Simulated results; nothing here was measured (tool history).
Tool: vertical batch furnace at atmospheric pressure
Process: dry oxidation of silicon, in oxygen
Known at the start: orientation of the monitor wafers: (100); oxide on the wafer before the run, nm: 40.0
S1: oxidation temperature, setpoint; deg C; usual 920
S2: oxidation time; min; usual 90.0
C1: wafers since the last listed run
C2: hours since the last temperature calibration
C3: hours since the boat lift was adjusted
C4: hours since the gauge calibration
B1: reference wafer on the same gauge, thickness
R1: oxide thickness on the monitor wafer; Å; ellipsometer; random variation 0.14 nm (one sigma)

run 1 day=0.000 | S1=920 S2=90.0 | C1=0 C2=3527.9 C3=4160.3 C4=1412.7 | B1=58.65 | R1=589.3
run 2 day=4.000 | S1=920 S2=70.5 | C1=802 C2=3623.9 C3=4256.3 C4=1508.7 | B1=58.72 | R1=550.0
run 3 day=8.188 | S1=920 S2=70.5 | C1=840 C2=3724.4 C3=4356.8 C4=1609.2 | B1=58.70 | R1=550.9
run 4 day=11.371 | S1=920 S2=70.5 | C1=639 C2=3800.8 C3=4433.2 C4=1685.6 | B1=58.67 | R1=550.4
run 5 day=14.612 | S1=920 S2=90.0 | C1=650 C2=3878.6 C3=4511.0 C4=1763.4 | B1=58.67 | R1=587.9
run 6 day=16.988 | S1=920 S2=90.0 | C1=476 C2=3935.6 C3=4568.0 C4=1820.4 | B1=58.72 | R1=586.9
run 7 day=19.092 | S1=920 S2=90.0 | C1=422 C2=3986.1 C3=4618.5 C4=1870.9 | B1=58.77 | R1=587.3
run 8 day=23.296 | S1=920 S2=90.0 | C1=843 C2=4087.0 C3=4719.4 C4=1971.8 | B1=58.68 | R1=591.3
run 9 day=25.692 | S1=920 S2=90.0 | C1=480 C2=4144.5 C3=4776.9 C4=2029.3 | B1=58.72 | R1=588.6
-- day=29.838 boat lift adjusted
run 10 day=29.858 | S1=920 S2=90.0 | C1=635 C2=4244.5 C3=0.5 C4=2129.3 | B1=58.73 | R1=600.6
run 11 day=31.579 | S1=920 S2=90.0 | C1=345 C2=4285.8 C3=41.8 C4=2170.6 | B1=58.69 | R1=599.9
run 12 day=35.125 | S1=920 S2=90.0 | C1=711 C2=4370.9 C3=126.9 C4=2255.7 | B1=58.71 | R1=597.4
run 13 day=39.112 | S1=920 S2=90.0 | C1=800 C2=4466.6 C3=222.6 C4=2351.4 | B1=58.66 | R1=600.8
run 14 day=41.858 | S1=920 S2=90.0 | C1=551 C2=4532.5 C3=288.5 C4=2417.3 | B1=58.72 | R1=599.5
run 15 day=45.154 | S1=920 S2=90.0 | C1=661 C2=4611.6 C3=367.6 C4=2496.4 | B1=58.70 | R1=599.1
run 16 day=48.546 | S1=920 S2=90.0 | C1=680 C2=4693.0 C3=449.0 C4=2577.8 | B1=58.72 | R1=604.2
run 17 day=52.921 | S1=935 S2=55.0 | C1=878 C2=4798.0 C3=554.0 C4=2682.8 | B1=58.68 | R1=558.6
run 18 day=56.342 | S1=902 S2=118.0 | C1=686 C2=4880.1 C3=636.1 C4=2764.9 | B1=58.74 | R1=598.6
-- day=58.312 gauge calibrated
run 19 day=59.683 | S1=920 S2=64.0 | C1=670 C2=4960.3 C3=716.3 C4=32.9 | B1=58.74 | R1=547.7
run 20 day=63.417 | S1=920 S2=73.0 | C1=749 C2=5049.9 C3=805.9 C4=122.5 | B1=58.71 | R1=565.8
run 21 day=65.208 | S1=906 S2=113.5 | C1=359 C2=5092.9 C3=848.9 C4=165.5 | B1=58.71 | R1=603.5
run 22 day=68.262 | S1=920 S2=90.0 | C1=613 C2=5166.2 C3=922.2 C4=238.8 | B1=58.69 | R1=603.6
run 23 day=70.971 | S1=920 S2=90.0 | C1=543 C2=5231.2 C3=987.2 C4=303.8 | B1=58.67 | R1=602.7
run 24 day=74.025 | S1=935 S2=55.0 | C1=613 C2=5304.5 C3=1060.5 C4=377.1 | B1=58.73 | R1=559.2
-- day=76.096 thermocouples replaced and temperature profile calibrated
run 25 day=78.321 | S1=900 S2=103.0 | C1=661 C2=53.4 C3=1163.6 C4=480.2 | B1=58.70 | R1=558.5
run 26 day=81.708 | S1=914 S2=49.5 | C1=680 C2=134.7 C3=1244.9 C4=561.5 | B1=58.70 | R1=499.9
run 27 day=83.938 | S1=903 S2=49.0 | C1=447 C2=188.2 C3=1298.4 C4=615.0 | B1=58.68 | R1=485.9
run 28 day=86.438 | S1=920 S2=102.0 | C1=501 C2=248.2 C3=1358.4 C4=675.0 | B1=58.76 | R1=604.0
run 29 day=89.912 | S1=932 S2=90.0 | C1=697 C2=331.6 C3=1441.8 C4=758.4 | B1=58.68 | R1=621.9
run 30 day=91.471 | S1=939 S2=129.5 | C1=312 C2=369.0 C3=1479.2 C4=795.8 | B1=58.71 | R1=731.8
run 31 day=94.825 | S1=920 S2=108.0 | C1=673 C2=449.5 C3=1559.7 C4=876.3 | B1=58.66 | R1=614.7
run 32 day=96.467 | S1=940 S2=110.0 | C1=329 C2=488.9 C3=1599.1 C4=915.7 | B1=58.65 | R1=688.4
run 33 day=100.362 | S1=899 S2=103.5 | C1=782 C2=582.4 C3=1692.6 C4=1009.2 | B1=58.70 | R1=555.9
run 34 day=103.592 | S1=934 S2=60.5 | C1=648 C2=659.9 C3=1770.1 C4=1086.7 | B1=58.71 | R1=554.5
run 35 day=106.096 | S1=927 S2=64.5 | C1=502 C2=720.0 C3=1830.2 C4=1146.8 | B1=58.72 | R1=549.0
run 36 day=110.192 | S1=920 S2=90.0 | C1=822 C2=818.3 C3=1928.5 C4=1245.1 | B1=58.70 | R1=583.4
run 37 day=114.008 | S1=930 S2=124.5 | C1=766 C2=909.9 C3=2020.1 C4=1336.7 | B1=58.66 | R1=681.4
run 38 day=116.888 | S1=937 S2=126.5 | C1=577 C2=979.0 C3=2089.2 C4=1405.8 | B1=58.74 | R1=715.0
run 39 day=125.933 | S1=929 S2=48.5 | C1=1815 C2=1196.1 C3=2306.3 C4=1622.9 | B1=58.74 | R1=517.5

Measured less the same run without the tool's hidden state. The same run-to-run variation is in both; the gauge's scatter may not be:
The hidden state here: true tube temperature minus thermocouple reading, K; monitor wafer colder than the profiled boat position, K; gauge reads high (%).
run=1 R1=-3.4
run=2 R1=-2.4
run=3 R1=-2.1
run=4 R1=-1.9
run=5 R1=-2.0
run=6 R1=-1.9
run=7 R1=-1.7
run=8 R1=-1.2
run=9 R1=-1.0
run=10 R1=+10.8
run=11 R1=+10.7
run=12 R1=+10.6
run=13 R1=+10.6
run=14 R1=+10.6
run=15 R1=+10.6
run=16 R1=+10.6
run=17 R1=+7.5
run=18 R1=+10.8
run=19 R1=+8.0
run=20 R1=+9.1
run=21 R1=+11.3
run=22 R1=+11.3
run=23 R1=+11.5
run=24 R1=+8.2
run=25 R1=-4.7
run=26 R1=-3.0
run=27 R1=-2.6
run=28 R1=-6.7
run=29 R1=-7.1
run=30 R1=-9.9
run=31 R1=-7.6
run=32 R1=-8.9
run=33 R1=-5.7
run=34 R1=-5.4
run=35 R1=-5.6
run=36 R1=-7.0
run=37 R1=-10.7
run=38 R1=-11.1
run=39 R1=-4.6

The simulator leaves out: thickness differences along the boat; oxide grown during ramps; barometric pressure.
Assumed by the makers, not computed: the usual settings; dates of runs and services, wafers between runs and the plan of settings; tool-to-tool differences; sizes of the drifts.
